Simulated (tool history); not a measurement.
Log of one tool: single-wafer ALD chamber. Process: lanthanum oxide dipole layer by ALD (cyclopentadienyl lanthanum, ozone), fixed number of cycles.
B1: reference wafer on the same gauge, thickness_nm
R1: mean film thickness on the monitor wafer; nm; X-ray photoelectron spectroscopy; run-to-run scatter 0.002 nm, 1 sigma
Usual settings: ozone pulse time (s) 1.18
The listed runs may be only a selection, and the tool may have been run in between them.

run 1 hour=0 | ozone_pulse_time_(s)=0.84 | B1=0.613 | R1=0.498
run 2 hour=12.6 | ozone_pulse_time_(s)=1.47 | B1=0.613 | R1=0.635
run 3 hour=30.3 | ozone_pulse_time_(s)=1.3 | B1=0.614 | R1=0.615
run 4 hour=46.5 | ozone_pulse_time_(s)=1.3 | B1=0.613 | R1=0.612
run 5 hour=62.7 | ozone_pulse_time_(s)=1.3 | B1=0.614 | R1=0.614
-- hour=76.7 ozone generator serviced
run 6 hour=78.2 | ozone_pulse_time_(s)=1.18 | B1=0.613 | R1=0.61
run 7 hour=91.7 | ozone_pulse_time_(s)=1.18 | B1=0.613 | R1=0.612
run 8 hour=98.9 | ozone_pulse_time_(s)=1.54 | B1=0.613 | R1=0.651
-- hour=120.1 showerhead replaced
run 9 hour=120.6 | ozone_pulse_time_(s)=1.18 | B1=0.613 | R1=0.611
run 10 hour=130.2 | ozone_pulse_time_(s)=0.97 | B1=0.613 | R1=0.561
run 11 hour=143.2 | ozone_pulse_time_(s)=1.65 | B1=0.613 | R1=0.655
run 12 hour=156.6 | ozone_pulse_time_(s)=1.18 | B1=0.612 | R1=0.611
run 13 hour=169.2 | ozone_pulse_time_(s)=0.85 | B1=0.613 | R1=0.523
run 14 hour=220.6 | ozone_pulse_time_(s)=0.76 | B1=0.613 | R1=0.481
run 15 hour=232.1 | ozone_pulse_time_(s)=1.42 | B1=0.613 | R1=0.643
run 16 hour=238.3 | ozone_pulse_time_(s)=1.53 | B1=0.613 | R1=0.649
run 17 hour=250.6 | ozone_pulse_time_(s)=1.57 | B1=0.613 | R1=0.649
run 18 hour=257.3 | ozone_pulse_time_(s)=1.38 | B1=0.613 | R1=0.634
-- hour=272.8 thermocouple changed; heater temperature recalibrated
run 19 hour=273.6 | ozone_pulse_time_(s)=1.01 | B1=0.613 | R1=0.57
run 20 hour=285.3 | ozone_pulse_time_(s)=0.98 | B1=0.613 | R1=0.562
run 21 hour=291.6 | ozone_pulse_time_(s)=0.93 | B1=0.613 | R1=0.547
run 22 hour=300.1 | ozone_pulse_time_(s)=1.32 | B1=0.613 | R1=0.63
-- hour=306.1 gauge calibrated
run 23 hour=316.6 | ozone_pulse_time_(s)=1.18 | B1=0.613 | R1=0.611
run 24 hour=327.1 | ozone_pulse_time_(s)=1.18 | B1=0.613 | R1=0.609
run 25 hour=334.5 | ozone_pulse_time_(s)=1.18 | B1=0.613 | R1=0.607
run 26 hour=342.4 | ozone_pulse_time_(s)=1.18 | B1=0.613 | R1=0.607
run 27 hour=350 | ozone_pulse_time_(s)=1.55 | B1=0.613 | R1=0.649
run 28 hour=365.6 | ozone_pulse_time_(s)=0.78 | B1=0.613 | R1=0.484
run 29 hour=381.6 | ozone_pulse_time_(s)=1.03 | B1=0.613 | R1=0.572
run 30 hour=397.1 | ozone_pulse_time_(s)=1.18 | B1=0.614 | R1=0.608
run 31 hour=405.7 | ozone_pulse_time_(s)=0.77 | B1=0.613 | R1=0.481
run 32 hour=412.4 | ozone_pulse_time_(s)=1.18 | B1=0.612 | R1=0.605
run 33 hour=418.5 | ozone_pulse_time_(s)=1.38 | B1=0.613 | R1=0.632
run 34 hour=429.5 | ozone_pulse_time_(s)=0.85 | B1=0.613 | R1=0.514
run 35 hour=436.1 | ozone_pulse_time_(s)=1.18 | B1=0.613 | R1=0.605

What if the next run were any one of these 3? Each begins from the tool's condition after run 35:
run A hour=436.5 | ozone_pulse_time_(s)=1.18 | B1=? | R1=?
run B hour=436.5 | ozone_pulse_time_(s)=0.89 | B1=? | R1=?
run C hour=436.5 | ozone_pulse_time_(s)=1.33 | B1=? | R1=?

run=A B1=0.613 R1=0.602
run=B B1=0.613 R1=0.527
run=C B1=0.613 R1=0.624
Had the tool no hidden state, the same runs would have come out as:
run=A R1=0.609
run=B R1=0.537
run=C R1=0.629

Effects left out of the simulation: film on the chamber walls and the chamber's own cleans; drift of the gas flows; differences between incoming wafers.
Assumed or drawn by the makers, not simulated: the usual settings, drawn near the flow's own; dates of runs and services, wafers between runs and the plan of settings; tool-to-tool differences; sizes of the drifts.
